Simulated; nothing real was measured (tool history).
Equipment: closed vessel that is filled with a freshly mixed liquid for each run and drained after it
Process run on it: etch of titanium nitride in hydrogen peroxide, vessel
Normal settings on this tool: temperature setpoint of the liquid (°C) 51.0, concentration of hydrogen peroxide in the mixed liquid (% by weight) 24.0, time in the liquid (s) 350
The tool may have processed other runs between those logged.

run	hour	temperature setpoint of the liquid (°C)	concentration of hydrogen peroxide in the mixed liquid (% by weight)	time in the liquid (s)	wafers since the last listed run	hours since the thermometer was replaced	hours since the peroxide flow meter was replaced	hours since the drum of peroxide was connected	hours since the gauge calibration	read-back film thickness of the titanium nitride reference wafer, read on the same gauge (nm)	thickness taken off the titanium nitride on a monitor wafer (Å)
1	0.0	51.0	24.0	350	0	1078.4	509.8	926.6	82.6	70.00	273.2
2	43.6	51.0	24.0	350	3778	1122.0	553.4	970.2	126.2	70.02	271.1
3	104.4	51.0	24.0	350	5268	1182.8	614.2	1031.0	187.0	69.98	276.7
4	149.1	51.0	24.0	350	3873	1227.5	658.9	1075.7	231.7	69.98	274.4
5	181.4	51.0	24.0	350	2798	1259.8	691.2	1108.0	264.0	69.99	271.5
6	252.4	51.0	24.0	350	6152	1330.8	762.2	1179.0	335.0	69.96	275.8
7	281.9	51.0	19.0	295	2556	1360.3	791.7	1208.5	364.5	69.99	220.5
8	328.0	51.0	19.0	295	3994	1406.4	837.8	1254.6	410.6	69.98	224.4
9	392.1	51.0	24.0	350	5554	1470.5	901.9	1318.7	474.7	70.01	278.4
10	456.5	51.0	24.0	350	5580	1534.9	966.3	1383.1	539.1	69.97	274.6
# hour 496.1: new drum of peroxide connected
11	519.8	51.0	24.0	350	5398	1598.2	1029.6	23.7	602.4	70.00	274.7
# hour 544.3: peroxide flow meter replaced
12	585.1	51.0	24.0	350	5571	1663.5	40.8	89.0	667.7	69.97	276.7
# hour 597.1: thermometer replaced
13	650.3	51.0	24.0	425	5563	53.2	106.0	154.2	732.9	69.96	324.1
14	681.8	51.0	24.0	230	2729	84.7	137.5	185.7	764.4	69.94	173.6
15	748.4	42.0	24.0	350	5771	151.3	204.1	252.3	831.0	70.04	138.2
16	814.7	57.5	27.5	235	5745	217.6	270.4	318.6	897.3	70.00	288.4
17	862.3	48.5	24.0	350	4124	265.2	318.0	366.2	944.9	69.98	222.7
18	924.3	51.0	24.0	350	5372	327.2	380.0	428.2	1006.9	70.01	273.1
19	953.8	51.0	24.0	350	2556	356.7	409.5	457.7	1036.4	70.02	270.8
# hour 956.7: gauge calibrated
20	1125.9	57.0	24.0	270	14913	528.8	581.6	629.8	169.2	69.96	316.4
21	1162.2	51.0	27.0	525	3145	565.1	617.9	666.1	205.5	70.03	408.8
22	1214.2	47.5	24.0	350	4505	617.1	669.9	718.1	257.5	70.03	209.3
23	1261.4	51.0	26.5	350	4090	664.3	717.1	765.3	304.7	70.03	270.2
24	1323.3	51.0	19.0	295	5363	726.2	779.0	827.2	366.6	69.97	215.2
25	1356.0	51.0	24.0	350	2833	758.9	811.7	859.9	399.3	70.04	272.2
26	1400.9	51.0	26.5	350	3890	803.8	856.6	904.8	444.2	70.00	275.5
27	1427.6	51.0	24.0	245	2313	830.5	883.3	931.5	470.9	69.96	190.2

Some steps in thickness taken off the titanium nitride on a monitor wafer (Å), run to run, broken into two amounts with sign: the step expected even without the hidden condition (settings, incoming material, random variation), and the rest, left for the hidden condition together with whatever gauge scatter is not in both the measured and the hidden-condition-free result:
What the log doesn't record here: liquid hotter than its thermometer reads (K); peroxide flow above the setpoint (%); peroxide weaker than its label (%); gauge reads high (%).
Run 12 -> 13: time in the liquid (s) 350 -> 425, thermometer replaced. thickness taken off the titanium nitride on a monitor wafer (Å) +47.4: hidden state -12.9, all else +60.3.
Run 13 -> 14: time in the liquid (s) 425 -> 230. thickness taken off the titanium nitride on a monitor wafer (Å) -150.5: hidden state -0.1, all else -150.4.
Run 21 -> 22: temperature setpoint of the liquid (°C) 51.0 -> 47.5, concentration of hydrogen peroxide in the mixed liquid (% by weight) 27.0 -> 24.0, time in the liquid (s) 525 -> 350. thickness taken off the titanium nitride on a monitor wafer (Å) -199.5: hidden state -3.2, all else -196.3.
